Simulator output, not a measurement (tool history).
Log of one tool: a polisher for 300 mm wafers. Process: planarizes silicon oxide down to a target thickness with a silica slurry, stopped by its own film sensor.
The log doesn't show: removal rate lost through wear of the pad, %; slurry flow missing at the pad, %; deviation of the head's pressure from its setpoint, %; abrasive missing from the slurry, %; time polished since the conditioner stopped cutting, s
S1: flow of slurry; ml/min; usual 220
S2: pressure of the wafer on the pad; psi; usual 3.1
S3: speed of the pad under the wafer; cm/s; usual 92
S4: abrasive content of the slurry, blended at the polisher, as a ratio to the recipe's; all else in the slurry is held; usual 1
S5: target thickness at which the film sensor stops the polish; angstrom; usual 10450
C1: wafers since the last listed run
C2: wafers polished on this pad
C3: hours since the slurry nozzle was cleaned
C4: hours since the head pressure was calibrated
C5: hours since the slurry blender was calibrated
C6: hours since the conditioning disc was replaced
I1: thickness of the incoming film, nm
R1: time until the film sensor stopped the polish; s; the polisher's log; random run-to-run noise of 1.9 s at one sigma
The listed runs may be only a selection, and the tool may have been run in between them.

{"run": 1, "hour": 0.0, "S1": 220, "S2": 3.1, "S3": 92, "S4": 1, "S5": 10450, "C1": 0, "C2": 201, "C3": 220.5, "C4": 966.2, "C5": 251.9, "C6": 251.4, "I1": 1236.2, "R1": 108.6}
{"hour": 16.1, "done": "conditioning disc replaced and pad reconditioned"}
{"hour": 47.4, "done": "worn pad replaced by a new one"}
{"hour": 49.5, "done": "slurry nozzle cleaned"}
{"run": 2, "hour": 52.3, "S1": 220, "S2": 3.1, "S3": 92, "S4": 1, "S5": 10450, "C1": 333, "C2": 28, "C3": 2.8, "C4": 1018.5, "C5": 304.2, "C6": 36.2, "I1": 1221.3, "R1": 100.1}
{"run": 3, "hour": 60.6, "S1": 220, "S2": 3.1, "S3": 92, "S4": 1, "S5": 10450, "C1": 61, "C2": 89, "C3": 11.1, "C4": 1026.8, "C5": 312.5, "C6": 44.5, "I1": 1214.9, "R1": 101.4}
{"run": 4, "hour": 78.2, "S1": 245, "S2": 3.1, "S3": 92, "S4": 1, "S5": 10450, "C1": 129, "C2": 218, "C3": 28.7, "C4": 1044.4, "C5": 330.1, "C6": 62.1, "I1": 1212.2, "R1": 101.4}
{"run": 5, "hour": 105.2, "S1": 220, "S2": 3.1, "S3": 92, "S4": 1, "S5": 10450, "C1": 198, "C2": 417, "C3": 55.7, "C4": 1071.4, "C5": 357.1, "C6": 89.1, "I1": 1203.2, "R1": 98}
{"run": 6, "hour": 119.1, "S1": 220, "S2": 3.1, "S3": 92, "S4": 1, "S5": 10450, "C1": 102, "C2": 519, "C3": 69.6, "C4": 1085.3, "C5": 371, "C6": 103, "I1": 1225.4, "R1": 117.1}
{"run": 7, "hour": 133.8, "S1": 220, "S2": 3.1, "S3": 92, "S4": 1, "S5": 10450, "C1": 108, "C2": 627, "C3": 84.3, "C4": 1100, "C5": 385.7, "C6": 117.7, "I1": 1203.4, "R1": 102.2}
{"hour": 140.0, "done": "worn pad replaced by a new one"}
{"run": 8, "hour": 150.1, "S1": 220, "S2": 3.1, "S3": 92, "S4": 1, "S5": 10450, "C1": 90, "C2": 73, "C3": 100.6, "C4": 1116.3, "C5": 402, "C6": 134, "I1": 1227.5, "R1": 117.4}
{"hour": 161.8, "done": "head pressure recalibrated"}
{"run": 9, "hour": 166.1, "S1": 220, "S2": 3.1, "S3": 92, "S4": 1, "S5": 10450, "C1": 103, "C2": 176, "C3": 116.6, "C4": 4.3, "C5": 418, "C6": 150, "I1": 1241, "R1": 132.9}
{"run": 10, "hour": 179.5, "S1": 220, "S2": 3.1, "S3": 92, "S4": 1, "S5": 10450, "C1": 98, "C2": 275, "C3": 130, "C4": 17.7, "C5": 431.4, "C6": 163.4, "I1": 1224.4, "R1": 126.9}
{"run": 11, "hour": 196.1, "S1": 220, "S2": 2.4, "S3": 92, "S4": 1, "S5": 10450, "C1": 122, "C2": 397, "C3": 146.6, "C4": 34.3, "C5": 448, "C6": 180, "I1": 1224.8, "R1": 162.6}
{"run": 12, "hour": 211.3, "S1": 220, "S2": 2.4, "S3": 92, "S4": 1, "S5": 10450, "C1": 111, "C2": 509, "C3": 161.8, "C4": 49.5, "C5": 463.2, "C6": 195.2, "I1": 1205.6, "R1": 149.6}
{"hour": 222.3, "done": "worn pad replaced by a new one, of another model than before"}
{"run": 13, "hour": 223.5, "S1": 220, "S2": 2.4, "S3": 92, "S4": 1, "S5": 10450, "C1": 60, "C2": 8, "C3": 174, "C4": 61.7, "C5": 475.4, "C6": 207.4, "I1": 1235.3, "R1": 162.3}
{"run": 14, "hour": 233.1, "S1": 220, "S2": 3.1, "S3": 92, "S4": 1, "S5": 10450, "C1": 70, "C2": 79, "C3": 183.6, "C4": 71.3, "C5": 485, "C6": 217, "I1": 1204.1, "R1": 121}
{"run": 15, "hour": 240.6, "S1": 200, "S2": 3.1, "S3": 116, "S4": 1, "S5": 10450, "C1": 55, "C2": 134, "C3": 191.1, "C4": 78.8, "C5": 492.5, "C6": 224.5, "I1": 1229, "R1": 117.7}
{"run": 16, "hour": 251.8, "S1": 220, "S2": 3.1, "S3": 92, "S4": 1, "S5": 10450, "C1": 82, "C2": 217, "C3": 202.3, "C4": 90, "C5": 503.7, "C6": 235.7, "I1": 1222.9, "R1": 141.5}
{"run": 17, "hour": 258.4, "S1": 195, "S2": 2.3, "S3": 92, "S4": 0.8, "S5": 10450, "C1": 48, "C2": 265, "C3": 208.9, "C4": 96.6, "C5": 510.3, "C6": 242.3, "I1": 1202.5, "R1": 178}
{"run": 18, "hour": 266.9, "S1": 220, "S2": 2.4, "S3": 92, "S4": 0.8, "S5": 10450, "C1": 62, "C2": 328, "C3": 217.4, "C4": 105.1, "C5": 518.8, "C6": 250.8, "I1": 1238.9, "R1": 222.8}
{"hour": 277.3, "done": "slurry blender recalibrated"}
{"hour": 285.7, "done": "conditioning disc replaced and pad reconditioned"}
{"run": 19, "hour": 300.3, "S1": 280, "S2": 4.1, "S3": 92, "S4": 0.7, "S5": 10920, "C1": 216, "C2": 544, "C3": 250.8, "C4": 138.5, "C5": 23, "C6": 14.6, "I1": 1219.8, "R1": 75.5}
{"hour": 306.0, "done": "slurry nozzle cleaned"}
{"hour": 313.4, "done": "worn pad replaced by a new one"}
{"run": 20, "hour": 317.2, "S1": 170, "S2": 3.1, "S3": 106, "S4": 1.1, "S5": 10920, "C1": 87, "C2": 27, "C3": 11.2, "C4": 155.4, "C5": 39.9, "C6": 31.5, "I1": 1236, "R1": 65.9}
{"run": 21, "hour": 357.2, "S1": 220, "S2": 3.1, "S3": 92, "S4": 1, "S5": 10450, "C1": 294, "C2": 322, "C3": 51.2, "C4": 195.4, "C5": 79.9, "C6": 71.5, "I1": 1223.2, "R1": 97.6}
{"run": 22, "hour": 369.2, "S1": 220, "S2": 3.7, "S3": 74, "S4": 1, "S5": 10450, "C1": 88, "C2": 410, "C3": 63.2, "C4": 207.4, "C5": 91.9, "C6": 83.5, "I1": 1210.3, "R1": 95.2}
{"run": 23, "hour": 385.0, "S1": 220, "S2": 3.1, "S3": 92, "S4": 1.3, "S5": 10450, "C1": 116, "C2": 526, "C3": 79, "C4": 223.2, "C5": 107.7, "C6": 99.3, "I1": 1222, "R1": 88.3}
{"hour": 396.7, "done": "worn pad replaced by a new one"}
{"run": 24, "hour": 399.2, "S1": 220, "S2": 2.8, "S3": 100, "S4": 0.9, "S5": 9840, "C1": 75, "C2": 18, "C3": 93.2, "C4": 237.4, "C5": 121.9, "C6": 113.5, "I1": 1219.2, "R1": 138.8}
{"run": 25, "hour": 405.4, "S1": 220, "S2": 3.1, "S3": 92, "S4": 1, "S5": 10450, "C1": 45, "C2": 63, "C3": 99.4, "C4": 243.6, "C5": 128.1, "C6": 119.7, "I1": 1216, "R1": 90.9}
{"run": 26, "hour": 416.9, "S1": 220, "S2": 3.1, "S3": 92, "S4": 1, "S5": 10450, "C1": 84, "C2": 148, "C3": 110.9, "C4": 255.1, "C5": 139.6, "C6": 131.2, "I1": 1234.2, "R1": 107.3}

Results for each run, recomputed without the tool's hidden state and with each run's random variation untouched:
run=1 R1=101.7
run=2 R1=90.7
run=3 R1=91.4
run=4 R1=90.1
run=5 R1=85
run=6 R1=100.2
run=7 R1=86.1
run=8 R1=97.1
run=9 R1=107.7
run=10 R1=100.9
run=11 R1=126.1
run=12 R1=113
run=13 R1=119.9
run=14 R1=87.7
run=15 R1=84
run=16 R1=98.5
run=17 R1=116.1
run=18 R1=141.9
run=19 R1=73.6
run=20 R1=64.6
run=21 R1=95.1
run=22 R1=92.6
run=23 R1=86
run=24 R1=133.8
run=25 R1=87.8
run=26 R1=103.3
